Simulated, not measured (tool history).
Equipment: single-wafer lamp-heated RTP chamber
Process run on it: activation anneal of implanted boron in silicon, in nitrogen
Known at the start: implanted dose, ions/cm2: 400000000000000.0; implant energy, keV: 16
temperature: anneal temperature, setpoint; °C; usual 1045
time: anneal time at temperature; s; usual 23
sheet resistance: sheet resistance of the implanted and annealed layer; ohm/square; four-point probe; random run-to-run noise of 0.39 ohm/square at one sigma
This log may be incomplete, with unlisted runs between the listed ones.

run,hour,temperature,time,"read-back reference wafer on the same gauge, sheet resistance",sheet resistance
1,0,1045,23,292.96,263.34
2,9.6,1045,23,292.96,262.88
3,25.8,1045,23,293.03,263.18
4,37.9,1045,23,293.02,263.39
5,55.4,1045,23,292.9,262.78
6,69.2,1045,23,292.83,262.99
7,77.2,1045,23,293,262.2
8,92.1,1045,27,292.79,261.61
9,98.7,1045,27,293.11,262
10,112.4,1045,27,293.09,262.7
11,119.1,1045,16,292.9,264.25
12,129.8,1045,16,293.01,264.09
13,138,1045,16,292.98,263.74
14,144.2,1045,23,293.03,263.47
15,193.1,1031,26,293.06,262.79
16,214.2,1031,26,292.95,264.39
17,225,1045,31,293.08,262.21
18,240.1,1054,35,293.12,261.2
# hour 249.4: gauge calibrated
19,251.8,1045,23,293.08,262.69
20,259.3,1072,17,293.11,262.6
21,265.5,1072,12,293.07,262.97
22,279.8,1045,13,292.96,263.92
# hour 301.6: pyrometer window cleaned and pyrometer calibrated
# hour 315.4: reflector plate cleaned
23,327.9,1023,19,293.08,265.27
24,342.2,1065,34,292.82,259.61
25,359.7,1067,15,293.01,262.37
26,375.7,1037,23,293.1,263.33
27,393.6,1072,12,293.06,263.39
28,404.6,1045,23,292.83,262.76
29,413.1,1034,23,292.93,264.28
30,428.9,1025,18,293.15,265.5
31,444.2,1054,18,293.11,262.53
32,459.2,1061,17,292.86,263.12
33,474.4,1017,19,292.85,265.74

What the log doesn't show, run by run:
true wafer temperature minus pyrometer reading, K: 0 across all the runs
wafer temperature error from the tarnished reflector plate, K: 0 across all the runs
gauge reads high (%): 0 across all the runs
